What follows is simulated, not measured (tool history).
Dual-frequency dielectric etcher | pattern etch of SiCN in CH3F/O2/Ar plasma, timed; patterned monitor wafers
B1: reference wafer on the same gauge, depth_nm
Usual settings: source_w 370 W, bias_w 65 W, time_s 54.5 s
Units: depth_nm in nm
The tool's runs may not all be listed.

Run 1, hour 0.0: usual settings; B1 22.62. Result: depth_nm 19.05 nm.
Run 2, hour 16.7: usual settings; B1 22.59. Result: depth_nm 19.13 nm.
Run 3, hour 31.1: usual settings; B1 22.57. Result: depth_nm 18.94 nm.
Run 4, hour 46.5: usual settings; B1 22.61. Result: depth_nm 18.97 nm.
Run 5, hour 61.0: usual settings; B1 22.62. Result: depth_nm 18.97 nm.
At hour 66.7: gauge calibrated.
At hour 88.1: wet clean of the chamber.
Run 6, hour 88.6: usual settings; B1 22.60. Result: depth_nm 19.83 nm.
Run 7, hour 89.0: usual settings; B1 22.59. Result: depth_nm 19.88 nm.
Run 8, hour 100.0: usual settings; B1 22.58. Result: depth_nm 19.78 nm.
Run 9, hour 108.2: usual settings; B1 22.58. Result: depth_nm 19.48 nm.
Run 10, hour 114.7: usual settings; B1 22.62. Result: depth_nm 19.58 nm.
Run 11, hour 132.2: usual settings but source_w 430 W; B1 22.58. Result: depth_nm 20.96 nm.
At hour 136.3: source power generator calibrated.
Run 12, hour 180.4: usual settings; B1 22.64. Result: depth_nm 19.52 nm.
Run 13, hour 191.6: usual settings but source_w 410 W, time_s 38.5 s; B1 22.62. Result: depth_nm 14.50 nm.
Run 14, hour 203.8: usual settings but time_s 68.5 s; B1 22.61. Result: depth_nm 24.34 nm.
At hour 231.1: upper electrode replaced, of another model than before.
Run 15, hour 231.6: usual settings but source_w 410 W, time_s 66.0 s; B1 22.58. Result: depth_nm 25.30 nm.
Run 16, hour 231.9: usual settings but source_w 280 W, bias_w 54 W, time_s 48.5 s; B1 22.60. Result: depth_nm 11.44 nm.
Run 17, hour 240.5: usual settings but bias_w 53 W, time_s 70.5 s; B1 22.59. Result: depth_nm 20.87 nm.
Run 18, hour 250.2: usual settings; B1 22.60. Result: depth_nm 19.57 nm.
Run 19, hour 259.7: usual settings but source_w 410 W, time_s 67.0 s; B1 22.58. Result: depth_nm 25.67 nm.
Run 20, hour 270.4: usual settings but source_w 300 W, time_s 64.0 s; B1 22.61. Result: depth_nm 19.20 nm.
Run 21, hour 280.7: usual settings but source_w 350 W, time_s 65.5 s; B1 22.62. Result: depth_nm 22.30 nm.
At hour 290.6: bias power generator calibrated.
Run 22, hour 291.1: usual settings but source_w 400 W; B1 22.58. Result: depth_nm 20.60 nm.
Run 23, hour 296.8: usual settings; B1 22.61. Result: depth_nm 19.28 nm.
Run 24, hour 307.8: usual settings but source_w 410 W; B1 22.61. Result: depth_nm 20.63 nm.
Run 25, hour 322.1: usual settings; B1 22.64. Result: depth_nm 19.43 nm.
Run 26, hour 330.6: usual settings but source_w 400 W, time_s 40.5 s; B1 22.62. Result: depth_nm 14.98 nm.
Run 27, hour 345.0: usual settings but bias_w 60 W; B1 22.61. Result: depth_nm 17.85 nm.
Run 28, hour 352.2: usual settings but source_w 340 W, bias_w 55 W, time_s 68.0 s; B1 22.63. Result: depth_nm 19.14 nm.
Run 29, hour 395.1: usual settings but source_w 450 W, bias_w 76 W; B1 22.60. Result: depth_nm 24.66 nm.

5 ways to go on from here, each from the tool as it stands after run 29. What would each give?
Run A, hour 395.5: usual settings; B1 ?. Result: depth_nm ?.
Run B, hour 395.5: usual settings but source_w 280 W, bias_w 81 W; B1 ?. Result: depth_nm ?.
Run C, hour 395.5: usual settings but source_w 300 W, bias_w 74 W; B1 ?. Result: depth_nm ?.
Run D, hour 395.5: usual settings but source_w 390 W, bias_w 70 W; B1 ?. Result: depth_nm ?.
Run E, hour 395.5: usual settings but bias_w 50 W; B1 ?. Result: depth_nm ?.

run     B1  depth_nm
  A  22.60     18.98
  B  22.60     17.65
  C  22.60     17.66
  D  22.60     20.91
  E  22.60     14.83
Without the tool's hidden state the same runs would have given:
run  depth_nm
  A     19.48
  B     18.12
  C     18.13
  D     21.46
  E     15.22
